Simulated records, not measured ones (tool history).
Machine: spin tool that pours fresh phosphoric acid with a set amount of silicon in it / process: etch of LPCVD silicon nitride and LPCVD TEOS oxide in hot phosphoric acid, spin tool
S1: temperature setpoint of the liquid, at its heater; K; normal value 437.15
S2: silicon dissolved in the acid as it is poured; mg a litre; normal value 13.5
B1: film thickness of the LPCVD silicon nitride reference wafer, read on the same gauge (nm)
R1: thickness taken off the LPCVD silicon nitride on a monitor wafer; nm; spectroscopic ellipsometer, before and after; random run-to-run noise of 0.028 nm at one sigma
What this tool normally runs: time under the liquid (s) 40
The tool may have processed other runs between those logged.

Run 1, hour 0.0: usual settings; B1 50.007. Result: R1 4.034 nm.
Run 2, hour 9.6: usual settings but S1 434.65 K, S2 10.0 mg a litre; B1 50.028. Result: R1 3.734 nm.
Run 3, hour 22.9: usual settings but S1 434.65 K, S2 10.0 mg a litre; B1 49.981. Result: R1 3.680 nm.
Run 4, hour 32.3: usual settings but S1 439.65 K, S2 3.0 mg a litre, time under the liquid (s) 20; B1 49.996. Result: R1 2.209 nm.
Run 5, hour 38.4: usual settings; B1 50.017. Result: R1 4.058 nm.
Run 6, hour 46.2: usual settings but time under the liquid (s) 45; B1 50.026. Result: R1 4.536 nm.
Run 7, hour 58.5: usual settings; B1 50.005. Result: R1 4.065 nm.
Run 8, hour 67.3: usual settings but S1 435.65 K, time under the liquid (s) 20; B1 49.999. Result: R1 1.909 nm.
At hour 72.9: dissolved silicon flow meter replaced.
Run 9, hour 74.2: usual settings but S2 21.5 mg a litre; B1 49.976. Result: R1 4.009 nm.
At hour 76.4: gauge calibrated.
Run 10, hour 87.9: usual settings but time under the liquid (s) 60; B1 50.017. Result: R1 6.025 nm.
At hour 91.1: heated supply line repaired.
Run 11, hour 95.9: usual settings but S1 438.15 K, S2 18.5 mg a litre, time under the liquid (s) 15; B1 49.992. Result: R1 1.795 nm.
Run 12, hour 102.1: usual settings but S1 434.65 K; B1 49.984. Result: R1 4.223 nm.
Run 13, hour 111.0: usual settings but S1 439.65 K, time under the liquid (s) 60; B1 50.019. Result: R1 7.499 nm.
Run 14, hour 128.3: usual settings but S1 435.15 K, S2 18.0 mg a litre; B1 49.992. Result: R1 4.288 nm.
At hour 129.8: thermometer replaced.
Run 15, hour 146.2: usual settings but S1 438.65 K, time under the liquid (s) 30; B1 50.018. Result: R1 3.609 nm.
Run 16, hour 155.0: usual settings; B1 49.994. Result: R1 4.539 nm.
Run 17, hour 171.4: usual settings; B1 49.979. Result: R1 4.526 nm.
Run 18, hour 177.5: usual settings but time under the liquid (s) 25; B1 50.015. Result: R1 2.831 nm.
Run 19, hour 188.9: usual settings but S2 24.0 mg a litre; B1 50.018. Result: R1 4.521 nm.
Run 20, hour 205.7: usual settings but S1 435.65 K, S2 3.5 mg a litre, time under the liquid (s) 15; B1 49.973. Result: R1 1.624 nm.
Run 21, hour 216.0: usual settings but S1 436.15 K, S2 19.5 mg a litre, time under the liquid (s) 20; B1 49.994. Result: R1 2.182 nm.
Run 22, hour 231.3: usual settings but S1 435.65 K, S2 18.5 mg a litre, time under the liquid (s) 65; B1 49.963. Result: R1 7.012 nm.
Run 23, hour 242.2: usual settings but time under the liquid (s) 20; B1 49.988. Result: R1 2.284 nm.

Consider 3 possible next runs. They are alternatives, not a sequence: every one starts from the tool as it was left by run 23. What does each give?
Run A, hour 242.6: usual settings; B1 ?. Result: R1 ?.
Run B, hour 242.6: usual settings but S1 439.15 K, S2 6.0 mg a litre, time under the liquid (s) 55; B1 ?. Result: R1 ?.
Run C, hour 242.6: usual settings but S2 5.0 mg a litre; B1 ?. Result: R1 ?.

run      B1     R1
  A  50.008  4.524
  B  50.008  6.644
  C  50.008  4.524
Stripped of hidden state, with their random variation kept, the same runs would have yielded:
run     R1
  A  4.607
  B  6.764
  C  4.607
